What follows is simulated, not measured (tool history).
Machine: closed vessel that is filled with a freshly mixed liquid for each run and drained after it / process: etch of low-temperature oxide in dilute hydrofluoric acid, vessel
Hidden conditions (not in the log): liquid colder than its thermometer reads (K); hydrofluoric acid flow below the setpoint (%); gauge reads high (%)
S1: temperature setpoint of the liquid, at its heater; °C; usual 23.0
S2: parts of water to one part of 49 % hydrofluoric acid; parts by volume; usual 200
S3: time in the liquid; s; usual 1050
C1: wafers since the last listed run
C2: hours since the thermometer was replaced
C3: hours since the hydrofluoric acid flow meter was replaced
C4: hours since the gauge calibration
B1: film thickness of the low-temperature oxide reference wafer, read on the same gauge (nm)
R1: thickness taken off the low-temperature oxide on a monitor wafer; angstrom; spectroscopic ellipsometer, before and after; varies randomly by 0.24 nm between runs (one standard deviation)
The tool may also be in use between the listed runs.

run 1 day=0.000 | S1=23.0 S2=200 S3=705 | C1=0 C2=1859.2 C3=1132.5 C4=276.7 | B1=109.99 | R1=318.1
run 2 day=2.158 | S1=23.0 S2=200 S3=1050 | C1=3039 C2=1911.0 C3=1184.3 C4=328.5 | B1=109.98 | R1=468.1
run 3 day=5.142 | S1=23.0 S2=200 S3=1050 | C1=4201 C2=1982.6 C3=1255.9 C4=400.1 | B1=110.02 | R1=464.1
run 4 day=8.104 | S1=26.5 S2=200 S3=1050 | C1=4172 C2=2053.7 C3=1327.0 C4=471.2 | B1=109.98 | R1=535.5
run 5 day=9.533 | S1=26.5 S2=200 S3=1050 | C1=2012 C2=2088.0 C3=1361.3 C4=505.5 | B1=110.00 | R1=530.2
run 6 day=11.179 | S1=26.5 S2=200 S3=1050 | C1=2317 C2=2127.5 C3=1400.8 C4=545.0 | B1=110.01 | R1=525.4
-- day=12.346 gauge calibrated
run 7 day=12.550 | S1=23.0 S2=200 S3=1050 | C1=1930 C2=2160.4 C3=1433.7 C4=4.9 | B1=110.00 | R1=462.0
-- day=13.225 hydrofluoric acid flow meter replaced
run 8 day=14.942 | S1=21.5 S2=200 S3=745 | C1=3309 C2=2217.8 C3=41.2 C4=62.3 | B1=109.97 | R1=309.2
run 9 day=17.167 | S1=20.0 S2=200 S3=1515 | C1=3133 C2=2271.2 C3=94.6 C4=115.7 | B1=109.96 | R1=594.2
run 10 day=19.104 | S1=21.5 S2=150 S3=850 | C1=2728 C2=2317.7 C3=141.1 C4=162.2 | B1=110.00 | R1=490.0
-- day=20.979 thermometer replaced
run 11 day=21.129 | S1=23.0 S2=200 S3=1050 | C1=2793 C2=3.6 C3=189.7 C4=210.8 | B1=110.01 | R1=503.5
run 12 day=23.946 | S1=23.0 S2=200 S3=1050 | C1=3966 C2=71.2 C3=257.3 C4=278.4 | B1=110.02 | R1=502.1

Estimate the outcome of run 13 from the log above:
run 13 day=26.088 | S1=27.5 S2=200 S3=875 | C1=3016 C2=122.6 C3=308.7 C4=329.8 | B1=? | R1=?

For run 13 the tool returned B1 109.99, R1 491.7 angstrom.
With no hidden state in the tool, this same run would have given R1 493.6 angstrom.
